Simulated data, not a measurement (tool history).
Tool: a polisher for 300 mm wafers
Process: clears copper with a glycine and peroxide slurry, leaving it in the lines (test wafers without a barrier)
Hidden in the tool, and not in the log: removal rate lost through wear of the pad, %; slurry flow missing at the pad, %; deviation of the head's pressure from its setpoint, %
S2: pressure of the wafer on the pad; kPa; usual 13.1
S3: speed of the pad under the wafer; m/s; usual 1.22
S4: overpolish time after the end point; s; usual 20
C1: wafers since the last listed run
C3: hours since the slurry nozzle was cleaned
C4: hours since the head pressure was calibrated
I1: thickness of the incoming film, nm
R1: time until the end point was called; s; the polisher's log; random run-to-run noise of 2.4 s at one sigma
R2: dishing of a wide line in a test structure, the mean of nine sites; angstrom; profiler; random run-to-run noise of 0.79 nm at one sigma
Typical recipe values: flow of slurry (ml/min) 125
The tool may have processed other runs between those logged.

Run 1, hour 0.0: usual settings; C1 0; wafers polished on this pad 765; C3 143.5; C4 175.0; I1 540.3. Result: R1 144.3 s, R2 493 angstrom.
Run 2, hour 15.0: usual settings; C1 86; wafers polished on this pad 852; C3 158.5; C4 190.0; I1 541.1. Result: R1 140.8 s, R2 491 angstrom.
At hour 22.1: worn pad replaced by a new one.
Run 3, hour 44.5: usual settings; C1 147; wafers polished on this pad 129; C3 188.0; C4 219.5; I1 560.2. Result: R1 135.0 s, R2 513 angstrom.
Run 4, hour 73.2: usual settings; C1 166; wafers polished on this pad 296; C3 216.7; C4 248.2; I1 548.4. Result: R1 142.6 s, R2 509 angstrom.
Run 5, hour 95.1: usual settings; C1 126; wafers polished on this pad 422; C3 238.6; C4 270.1; I1 551.2. Result: R1 144.6 s, R2 517 angstrom.
Run 6, hour 111.5: usual settings; C1 95; wafers polished on this pad 518; C3 255.0; C4 286.5; I1 554.7. Result: R1 148.0 s, R2 498 angstrom.
Run 7, hour 124.3: usual settings but flow of slurry (ml/min) 100, S4 16 s; C1 74; wafers polished on this pad 592; C3 267.8; C4 299.3; I1 555.7. Result: R1 155.9 s, R2 402 angstrom.
At hour 150.9: worn pad replaced by a new one.
Run 8, hour 159.8: usual settings but flow of slurry (ml/min) 100, S4 16 s; C1 182; wafers polished on this pad 51; C3 303.3; C4 334.8; I1 556.6. Result: R1 141.4 s, R2 430 angstrom.
Run 9, hour 175.4: usual settings but flow of slurry (ml/min) 100, S4 16 s; C1 90; wafers polished on this pad 141; C3 318.9; C4 350.4; I1 549.5. Result: R1 138.9 s, R2 423 angstrom.
At hour 179.9: head pressure recalibrated.
Run 10, hour 208.6: usual settings but S4 17 s; C1 180; wafers polished on this pad 322; C3 352.1; C4 28.7; I1 543.0. Result: R1 137.7 s, R2 441 angstrom.
Run 11, hour 225.4: usual settings but S4 17 s; C1 97; wafers polished on this pad 420; C3 368.9; C4 45.5; I1 547.6. Result: R1 145.6 s, R2 446 angstrom.
Run 12, hour 254.8: usual settings but S4 10 s; C1 170; wafers polished on this pad 590; C3 398.3; C4 74.9; I1 557.2. Result: R1 149.7 s, R2 269 angstrom.
At hour 307.8: worn pad replaced by a new one.
Run 13, hour 308.3: usual settings; C1 286; wafers polished on this pad 2; C3 451.8; C4 128.4; I1 544.1. Result: R1 130.4 s, R2 539 angstrom.
Run 14, hour 324.6: usual settings but flow of slurry (ml/min) 155; C1 94; wafers polished on this pad 97; C3 468.1; C4 144.7; I1 545.8. Result: R1 129.2 s, R2 524 angstrom.
Run 15, hour 341.6: usual settings but flow of slurry (ml/min) 90, S3 1.08 m/s, S4 13 s; C1 98; wafers polished on this pad 195; C3 485.1; C4 161.7; I1 557.3. Result: R1 163.8 s, R2 301 angstrom.
Run 16, hour 365.2: usual settings but flow of slurry (ml/min) 95, S2 9.7 kPa; C1 136; wafers polished on this pad 332; C3 508.7; C4 185.3; I1 551.6. Result: R1 181.0 s, R2 399 angstrom.
Run 17, hour 385.6: usual settings but flow of slurry (ml/min) 150, S4 32 s; C1 118; wafers polished on this pad 450; C3 529.1; C4 205.7; I1 550.7. Result: R1 138.5 s, R2 736 angstrom.
Run 18, hour 399.6: usual settings; C1 81; wafers polished on this pad 532; C3 543.1; C4 219.7; I1 547.6. Result: R1 147.6 s, R2 495 angstrom.
At hour 429.2: slurry nozzle cleaned.
At hour 462.7: worn pad replaced by a new one.
Run 19, hour 463.7: usual settings; C1 342; wafers polished on this pad 5; C3 34.5; C4 283.8; I1 554.1. Result: R1 135.0 s, R2 554 angstrom.

What does the tool deliver on the next run?
Run 20, hour 484.1: usual settings but flow of slurry (ml/min) 170, S2 9.7 kPa, S4 28 s; C1 118; wafers polished on this pad 123; C3 54.9; C4 304.2; I1 550.5. Result: R1 ?, R2 ?.

R1: 153.7 s
R2: 621 angstrom
Were there no unlogged condition in the tool, this run, its random variation unchanged, would have produced R1 146.3 s, R2 644 angstrom.
